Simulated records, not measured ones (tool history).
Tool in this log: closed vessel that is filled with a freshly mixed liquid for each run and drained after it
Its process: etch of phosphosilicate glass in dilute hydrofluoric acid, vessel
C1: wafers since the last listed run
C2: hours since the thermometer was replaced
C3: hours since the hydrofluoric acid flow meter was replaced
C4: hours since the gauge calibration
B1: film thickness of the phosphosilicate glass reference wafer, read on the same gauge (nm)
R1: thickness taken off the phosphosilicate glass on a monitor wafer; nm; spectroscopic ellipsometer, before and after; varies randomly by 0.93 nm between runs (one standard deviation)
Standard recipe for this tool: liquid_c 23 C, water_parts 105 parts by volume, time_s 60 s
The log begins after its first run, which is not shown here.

run 2 day=2.317 | liquid_c=23 water_parts=105 time_s=60 | C1=8344 C2=216.2 C3=805.4 C4=1041.6 | B1=70 | R1=97.45
run 3 day=3.412 | liquid_c=23 water_parts=65 time_s=75 | C1=3947 C2=242.5 C3=831.7 C4=1067.9 | B1=70 | R1=203.7
run 4 day=4.688 | liquid_c=23 water_parts=105 time_s=60 | C1=4592 C2=273.1 C3=862.3 C4=1098.5 | B1=69.95 | R1=95.92
run 5 day=7.392 | liquid_c=23 water_parts=105 time_s=60 | C1=9740 C2=338 C3=927.2 C4=1163.4 | B1=69.99 | R1=96.4
run 6 day=8.908 | liquid_c=22 water_parts=105 time_s=60 | C1=5462 C2=374.4 C3=963.6 C4=1199.8 | B1=69.98 | R1=89.6
run 7 day=10.683 | liquid_c=22 water_parts=105 time_s=60 | C1=6393 C2=417 C3=1006.2 C4=1242.4 | B1=70.02 | R1=89.4
run 8 day=16.9 | liquid_c=23 water_parts=105 time_s=50 | C1=22391 C2=566.2 C3=1155.4 C4=1391.6 | B1=70.02 | R1=77.56
run 9 day=19.633 | liquid_c=23 water_parts=105 time_s=60 | C1=9845 C2=631.8 C3=1221 C4=1457.2 | B1=69.99 | R1=95.59
run 10 day=20.846 | liquid_c=23 water_parts=105 time_s=60 | C1=4367 C2=660.9 C3=1250.1 C4=1486.3 | B1=70.04 | R1=93.68
run 11 day=22.429 | liquid_c=23 water_parts=105 time_s=60 | C1=5702 C2=698.9 C3=1288.1 C4=1524.3 | B1=69.97 | R1=93.71
run 12 day=23.908 | liquid_c=23 water_parts=105 time_s=60 | C1=5327 C2=734.4 C3=1323.6 C4=1559.8 | B1=69.98 | R1=91.21
run 13 day=26.8 | liquid_c=25.5 water_parts=105 time_s=60 | C1=10415 C2=803.8 C3=1393 C4=1629.2 | B1=70.01 | R1=101.97
run 14 day=28.85 | liquid_c=25 water_parts=150 time_s=75 | C1=7383 C2=853 C3=1442.2 C4=1678.4 | B1=70 | R1=81.41
run 15 day=30.775 | liquid_c=23 water_parts=105 time_s=60 | C1=6933 C2=899.2 C3=1488.4 C4=1724.6 | B1=70 | R1=90.29

Run 16 is up next; what results do you expect?
-- day=31.783 gauge calibrated
run 16 day=33.212 | liquid_c=26 water_parts=105 time_s=70 | C1=8779 C2=957.7 C3=1546.9 C4=34.3 | B1=? | R1=?

B1: 70.04
R1: 119.98 nm
Without the tool's hidden state the same run would have given R1 129.54 nm.
